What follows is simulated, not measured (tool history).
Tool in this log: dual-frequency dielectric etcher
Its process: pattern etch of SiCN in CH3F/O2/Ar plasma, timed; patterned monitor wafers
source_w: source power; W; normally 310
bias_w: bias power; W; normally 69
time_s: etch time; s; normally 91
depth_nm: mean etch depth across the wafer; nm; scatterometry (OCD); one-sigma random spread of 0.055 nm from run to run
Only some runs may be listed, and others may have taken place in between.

run,day,source_w,bias_w,time_s,wafers since the last listed run,hours since the last wet clean,hours since the last source power generator calibration,hours since the last bias power generator calibration,hours since the last upper electrode change,hours since the gauge calibration,"read-back reference wafer on the same gauge, depth_nm",depth_nm
1,0,310,82,91,0,459.1,353.7,2179.3,1776.7,2438.7,26.02,28.37
2,4.275,310,69,91,1487,561.7,456.3,2281.9,1879.3,2541.3,25.99,26.8
3,6.35,310,69,91,721,611.5,506.1,2331.7,1929.1,2591.1,26,26.94
# day 8.646: wet clean of the chamber
4,9,310,69,91,573,8.5,569.7,2395.3,1992.7,2654.7,26.01,28.7
5,11.404,310,69,91,836,66.2,627.4,2453,2050.4,2712.4,26.01,28.78
6,13.138,280,69,91,602,107.8,669,2494.6,2092,2754,26.01,27.09
7,17.333,280,69,91,1459,208.5,769.7,2595.3,2192.7,2854.7,25.99,26.99
8,20.383,310,69,91,1061,281.7,842.9,2668.5,2265.9,2927.9,25.99,28.47
9,23.646,310,69,91,1134,360,921.2,2746.8,2344.2,3006.2,26,28.38
10,26.829,310,60,91,1107,436.4,997.6,2823.2,2420.6,3082.6,25.99,27.41
# day 32.475: wet clean of the chamber, repeated, since the last time left the tool worse
11,34.933,310,69,117.5,2471,59,1192.1,3017.7,2615.1,3277.1,25.99,35.33
# day 35.292: gauge calibrated
12,36.775,310,69,91,640,103.2,1236.3,3061.9,2659.3,35.6,26.01,27.47
13,39.062,310,63,91,795,158.1,1291.2,3116.8,2714.2,90.5,26.01,26.73
14,42.692,340,83,100,1262,245.2,1378.3,3203.9,2801.3,177.6,26.01,33.23
# day 44.146: bias power generator calibrated
# day 44.362: upper electrode replaced
15,45.633,260,69,71,888,315.8,1448.9,35.7,30.5,248.2,26,19.13
16,49.108,310,69,91,1208,399.2,1532.3,119.1,113.9,331.6,26.01,27
17,53.217,310,69,108,1429,497.8,1630.9,217.7,212.5,430.2,25.98,31.99
18,55.392,310,69,91,756,550,1683.1,269.9,264.7,482.4,25.99,27
19,58.742,380,69,91,1165,630.4,1763.5,350.3,345.1,562.8,25.99,30
# day 59.246: source power generator calibrated
# day 59.842: wet clean of the chamber
20,61.542,370,78,101.5,709,40.8,55.1,417.5,412.3,630,26.01,34.96
21,65.654,270,83,78,1430,139.5,153.8,516.2,511,728.7,25.99,22.74
22,68.546,360,56,115.5,1005,208.9,223.2,585.6,580.4,798.1,26.01,35.65
23,72.592,260,69,91,1407,306,320.3,682.7,677.5,895.2,25.99,24.52
24,76.729,270,83,91,1439,405.3,419.6,782,776.8,994.5,26,26.24
25,79.683,310,74,91,1027,476.2,490.5,852.9,847.7,1065.4,26,27.53
26,83.117,270,84,91,1194,558.6,572.9,935.3,930.1,1147.8,26.02,26.16
# day 84.738: wet clean of the chamber
27,85.967,270,58,114.5,643,29.5,641.3,1003.7,998.5,1216.2,26.01,30.62
28,87.529,380,69,91,543,67,678.8,1041.2,1036,1253.7,25.98,30.68
29,90.854,240,63,73,1156,146.8,758.6,1121,1115.8,1333.5,26,18.44

Each row is a separate what-if for the run after 29, all from the same tool condition, not one after another. Results?
A,90.871,310,69,106,5,147.2,759,1121.4,1116.2,1333.9,?,?
B,90.871,250,76,105.5,5,147.2,759,1121.4,1116.2,1333.9,?,?
C,90.871,230,69,91,5,147.2,759,1121.4,1116.2,1333.9,?,?
D,90.871,310,69,109.5,5,147.2,759,1121.4,1116.2,1333.9,?,?

run,"read-back reference wafer on the same gauge, depth_nm",depth_nm
A,26.01,32
B,26.01,28.72
C,26.01,22.83
D,26.01,33.06
With the hidden condition removed and each run's random variation left untouched, the same runs would have given:
run,depth_nm
A,32.02
B,28.73
C,22.85
D,33.08

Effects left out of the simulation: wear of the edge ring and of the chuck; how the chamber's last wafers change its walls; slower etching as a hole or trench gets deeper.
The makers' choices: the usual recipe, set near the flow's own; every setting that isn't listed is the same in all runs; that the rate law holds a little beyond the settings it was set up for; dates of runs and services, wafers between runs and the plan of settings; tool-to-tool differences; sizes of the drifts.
